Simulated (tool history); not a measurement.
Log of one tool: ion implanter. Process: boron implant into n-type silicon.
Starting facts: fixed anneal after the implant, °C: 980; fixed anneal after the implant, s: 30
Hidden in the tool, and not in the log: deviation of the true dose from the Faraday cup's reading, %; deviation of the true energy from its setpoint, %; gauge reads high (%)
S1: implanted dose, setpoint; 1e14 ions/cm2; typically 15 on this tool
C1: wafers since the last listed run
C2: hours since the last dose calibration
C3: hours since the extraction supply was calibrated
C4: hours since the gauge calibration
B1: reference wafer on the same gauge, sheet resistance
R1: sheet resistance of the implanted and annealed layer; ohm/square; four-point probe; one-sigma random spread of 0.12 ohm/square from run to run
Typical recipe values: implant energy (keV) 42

Run 1, hour 0: usual settings; C1 0; C2 1276.5; C3 4458.7; C4 112.5; B1 89.4. Result: R1 82.15 ohm/square.
Run 2, hour 28.5: usual settings; C1 506; C2 1305; C3 4487.2; C4 141; B1 89.44. Result: R1 82.2 ohm/square.
Run 3, hour 60.5: usual settings; C1 568; C2 1337; C3 4519.2; C4 173; B1 89.4. Result: R1 82.59 ohm/square.
Run 4, hour 86.9: usual settings; C1 468; C2 1363.4; C3 4545.6; C4 199.4; B1 89.42. Result: R1 82.67 ohm/square.
Run 5, hour 104.7: usual settings but implant energy (keV) 34.5; C1 316; C2 1381.2; C3 4563.4; C4 217.2; B1 89.36. Result: R1 83.63 ohm/square.
At hour 136.1: Faraday cup replaced and dose calibrated.
At hour 139.8: extraction supply calibrated.
Run 6, hour 140.3: usual settings but implant energy (keV) 34.5; C1 424; C2 4.2; C3 0.5; C4 252.8; B1 89.39. Result: R1 80.54 ohm/square.
Run 7, hour 148.9: usual settings; C1 152; C2 12.8; C3 9.1; C4 261.4; B1 89.36. Result: R1 79.39 ohm/square.
At hour 169.1: gauge calibrated.
Run 8, hour 178.7: usual settings but S1 18.3 1e14 ions/cm2, implant energy (keV) 54.5; C1 529; C2 42.6; C3 38.9; C4 9.6; B1 89.38. Result: R1 67.74 ohm/square.
Run 9, hour 200.1: usual settings but implant energy (keV) 48; C1 380; C2 64; C3 60.3; C4 31; B1 89.36. Result: R1 79.14 ohm/square.
Run 10, hour 213.3: usual settings but S1 18.18 1e14 ions/cm2, implant energy (keV) 56.5; C1 234; C2 77.2; C3 73.5; C4 44.2; B1 89.38. Result: R1 67.91 ohm/square.
Run 11, hour 235.2: usual settings but S1 19.29 1e14 ions/cm2; C1 388; C2 99.1; C3 95.4; C4 66.1; B1 89.39. Result: R1 66.17 ohm/square.
Run 12, hour 248.4: usual settings but S1 18.24 1e14 ions/cm2, implant energy (keV) 48.5; C1 234; C2 112.3; C3 108.6; C4 79.3; B1 89.4. Result: R1 68.31 ohm/square.
Run 13, hour 269.6: usual settings but S1 19.25 1e14 ions/cm2, implant energy (keV) 38; C1 376; C2 133.5; C3 129.8; C4 100.5; B1 89.41. Result: R1 66.88 ohm/square.
Run 14, hour 287.3: usual settings but implant energy (keV) 48; C1 314; C2 151.2; C3 147.5; C4 118.2; B1 89.42. Result: R1 79.07 ohm/square.

Consider 3 possible next runs. They are alternatives, not a sequence: every one starts from the tool as it was left by run 14. What does each give?
Run A, hour 287.7: usual settings but S1 18.07 1e14 ions/cm2; C1 7; C2 151.6; C3 147.9; C4 118.6; B1 ?. Result: R1 ?.
Run B, hour 287.7: usual settings but S1 13.23 1e14 ions/cm2, implant energy (keV) 37.5; C1 7; C2 151.6; C3 147.9; C4 118.6; B1 ?. Result: R1 ?.
Run C, hour 287.7: usual settings but S1 17.44 1e14 ions/cm2; C1 7; C2 151.6; C3 147.9; C4 118.6; B1 ?. Result: R1 ?.

run     B1     R1
  A  89.37  69.29
  B  89.37  87.98
  C  89.37  71.08
Without the tool's hidden state the same runs would have given:
run    R1
  A  69.3
  B    88
  C  71.1
